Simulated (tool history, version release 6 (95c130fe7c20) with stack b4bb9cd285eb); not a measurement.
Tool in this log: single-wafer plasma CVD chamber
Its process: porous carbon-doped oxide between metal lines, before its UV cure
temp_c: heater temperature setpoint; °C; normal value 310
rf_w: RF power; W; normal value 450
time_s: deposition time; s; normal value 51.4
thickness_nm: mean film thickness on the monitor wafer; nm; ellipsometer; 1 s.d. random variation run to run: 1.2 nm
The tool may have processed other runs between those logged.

run    hour  temp_c  rf_w  time_s  wafers since the last listed run  hours since the last thermocouple change  hours since the last RF generator calibration  hours since the showerhead was replaced  hours since the gauge calibration  read-back reference wafer on the same gauge, thickness_nm  thickness_nm
  1       0     310   510    51.4                                 0                                     367.4                                         1583.1                                   2884.6                              817.3                                                    241.948       247.616
  2    70.4     310   510    51.4                              1755                                     437.8                                         1653.5                                     2955                              887.7                                                    241.895       248.379
  3   155.8     310   510    51.4                              2129                                     523.2                                         1738.9                                   3040.4                              973.1                                                    242.061       249.463
      252.7  -- gauge calibrated
  4   314.8     310   520    51.4                              3965                                     682.2                                         1897.9                                   3199.4                               62.1                                                    242.184        252.18
  5   600.8     310   520    51.4                              7132                                     968.2                                         2183.9                                   3485.4                              348.1                                                     242.14       246.918
  6   702.3     310   520    51.4                              2531                                    1069.7                                         2285.4                                   3586.9                              449.6                                                    241.943       249.634
  7   799.3     310   450    51.4                              2418                                    1166.7                                         2382.4                                   3683.9                              546.6                                                    242.028       226.385
      871.8  -- RF generator calibrated
  8   872.3     310   450    51.4                              1620                                    1239.7                                            0.5                                   3756.9                              619.6                                                    242.176       236.773
      927.7  -- thermocouple changed; heater temperature recalibrated
  9   928.2     310   450    51.4                              1194                                       0.5                                           56.4                                   3812.8                              675.5                                                    242.195       228.502
 10  1018.7     310   450    51.4                              2256                                        91                                          146.9                                   3903.3                                766                                                    241.732        231.93
 11  1111.7     310   450    43.3                              2319                                       184                                          239.9                                   3996.3                                859                                                    242.007       195.807
 12  1176.5     296   535    55.4                              1615                                     248.8                                          304.7                                   4061.1                              923.8                                                    241.983       308.384
     1279.1  -- gauge calibrated
 13  1282.4     301   450    51.4                              2640                                     354.7                                          410.6                                     4167                                3.3                                                    242.118       248.306
 14  1376.9     316   385    60.7                              2356                                     449.2                                          505.1                                   4261.5                               97.8                                                    241.928         237.9
     1418.7  -- showerhead replaced
 15  1419.2     310   540    51.4                               855                                     491.5                                          547.4                                      0.5                              140.1                                                    242.027       262.539
 16  1507.6     310   520    51.4                              2204                                     579.9                                          635.8                                     88.9                              228.5                                                    241.918       257.292
 17  1556.2     296   410      56                              1211                                     628.5                                          684.4                                    137.5                              277.1                                                    242.052       264.042
 18  1631.3     310   450    51.4                              1872                                     703.6                                          759.5                                    212.6                              352.2                                                    242.043        235.79
 19  1716.3     310   450    51.4                              2119                                     788.6                                          844.5                                    297.6                              437.2                                                    241.978       234.635
 20    1809     310   500    51.4                              2311                                     881.3                                          937.2                                    390.3                              529.9                                                    242.042       250.739
 21  1846.6     310   505    55.2                               937                                     918.9                                          974.8                                    427.9                              567.5                                                    241.978       269.665

Table of differences, measured result less the result of that run with no hidden state. Run-to-run variation is the same in both. Gauge scatter possibly is not:
Hidden state present: wafer temperature above the value expected at the setpoint (K); delivered RF power above the setpoint (%); gauge reads high (%).
run  thickness_nm
  1        -1.286
  2        -1.306
  3        -1.438
  4        -1.908
  5        -3.432
  6        -4.204
  7        -6.125
  8        +5.101
  9        -0.168
 10        +0.863
 11        +1.428
 12        +3.346
 13        +3.144
 14        +2.922
 15        +3.788
 16        +3.915
 17        +4.287
 18        +3.436
 19        +3.369
 20        +3.798
 21        +4.022

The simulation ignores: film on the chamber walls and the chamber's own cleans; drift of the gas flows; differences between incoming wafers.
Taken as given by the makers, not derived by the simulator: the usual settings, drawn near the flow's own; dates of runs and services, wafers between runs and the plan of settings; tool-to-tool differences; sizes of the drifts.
